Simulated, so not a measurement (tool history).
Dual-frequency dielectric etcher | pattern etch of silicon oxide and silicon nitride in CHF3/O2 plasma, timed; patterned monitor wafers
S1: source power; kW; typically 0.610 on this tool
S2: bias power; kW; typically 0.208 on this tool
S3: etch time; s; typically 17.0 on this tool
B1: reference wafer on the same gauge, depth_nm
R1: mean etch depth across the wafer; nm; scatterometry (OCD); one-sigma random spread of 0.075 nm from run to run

run 1 hour=0.0 | S1=0.610 S2=0.208 S3=17.0 | B1=27.30 | R1=28.45
-- hour=32.0 gauge calibrated
run 2 hour=62.7 | S1=0.610 S2=0.208 S3=17.0 | B1=27.29 | R1=28.63
run 3 hour=143.7 | S1=0.610 S2=0.208 S3=17.0 | B1=27.30 | R1=28.70
run 4 hour=193.3 | S1=0.610 S2=0.174 S3=17.0 | B1=27.31 | R1=26.09
run 5 hour=254.9 | S1=0.610 S2=0.174 S3=17.0 | B1=27.32 | R1=26.14
run 6 hour=329.5 | S1=0.610 S2=0.173 S3=17.0 | B1=27.30 | R1=26.21
run 7 hour=404.1 | S1=0.610 S2=0.173 S3=17.0 | B1=27.30 | R1=26.17
run 8 hour=467.2 | S1=0.610 S2=0.173 S3=17.0 | B1=27.29 | R1=26.37
-- hour=536.6 wet clean of the chamber
-- hour=731.3 source power generator calibrated
run 9 hour=737.0 | S1=0.610 S2=0.208 S3=17.0 | B1=27.31 | R1=28.80
run 10 hour=801.4 | S1=0.610 S2=0.208 S3=17.0 | B1=27.31 | R1=28.79
run 11 hour=901.9 | S1=0.610 S2=0.208 S3=17.0 | B1=27.31 | R1=29.01
-- hour=994.6 wet clean of the chamber
run 12 hour=995.1 | S1=0.610 S2=0.208 S3=17.0 | B1=27.30 | R1=28.35
run 13 hour=1029.8 | S1=0.610 S2=0.196 S3=17.0 | B1=27.32 | R1=27.66
run 14 hour=1070.1 | S1=0.610 S2=0.196 S3=17.0 | B1=27.29 | R1=27.75
run 15 hour=1170.6 | S1=0.730 S2=0.208 S3=14.5 | B1=27.29 | R1=26.24
run 16 hour=1264.8 | S1=0.610 S2=0.208 S3=17.0 | B1=27.29 | R1=28.99
run 17 hour=1365.2 | S1=0.610 S2=0.242 S3=14.5 | B1=27.29 | R1=26.87
-- hour=1395.6 bias power generator calibrated
-- hour=1442.9 gauge calibrated
run 18 hour=1458.6 | S1=0.610 S2=0.178 S3=18.5 | B1=27.28 | R1=28.20
-- hour=1483.4 wet clean of the chamber
-- hour=1498.4 upper electrode replaced
run 19 hour=1498.9 | S1=0.610 S2=0.208 S3=14.5 | B1=27.31 | R1=23.41
run 20 hour=1557.6 | S1=0.610 S2=0.208 S3=17.0 | B1=27.30 | R1=27.69
run 21 hour=1664.4 | S1=0.610 S2=0.178 S3=17.0 | B1=27.30 | R1=25.51
run 22 hour=1726.0 | S1=0.610 S2=0.208 S3=14.0 | B1=27.29 | R1=23.02
run 23 hour=1813.8 | S1=0.610 S2=0.208 S3=17.0 | B1=27.31 | R1=28.12
run 24 hour=1864.5 | S1=0.500 S2=0.165 S3=22.0 | B1=27.29 | R1=29.84
run 25 hour=1972.2 | S1=0.610 S2=0.208 S3=17.0 | B1=27.30 | R1=28.56
-- hour=2017.5 wet clean of the chamber
run 26 hour=2077.5 | S1=0.610 S2=0.208 S3=17.0 | B1=27.31 | R1=27.89
run 27 hour=2124.6 | S1=0.610 S2=0.186 S3=17.0 | B1=27.30 | R1=26.53
run 28 hour=2181.3 | S1=0.610 S2=0.191 S3=13.0 | B1=27.31 | R1=20.53

Here are 4 independent what-if runs from the current tool condition. What would each one return?
run A hour=2181.7 | S1=0.610 S2=0.257 S3=17.0 | B1=? | R1=?
run B hour=2181.7 | S1=0.480 S2=0.188 S3=13.5 | B1=? | R1=?
run C hour=2181.7 | S1=0.610 S2=0.232 S3=21.0 | B1=? | R1=?
run D hour=2181.7 | S1=0.610 S2=0.226 S3=17.0 | B1=? | R1=?

run=A B1=27.30 R1=31.36
run=B B1=27.30 R1=19.31
run=C B1=27.30 R1=36.74
run=D B1=27.30 R1=29.33
Without the tool's unlogged condition, the same runs would have read:
run=A R1=30.90
run=B R1=19.03
run=C R1=36.20
run=D R1=28.90
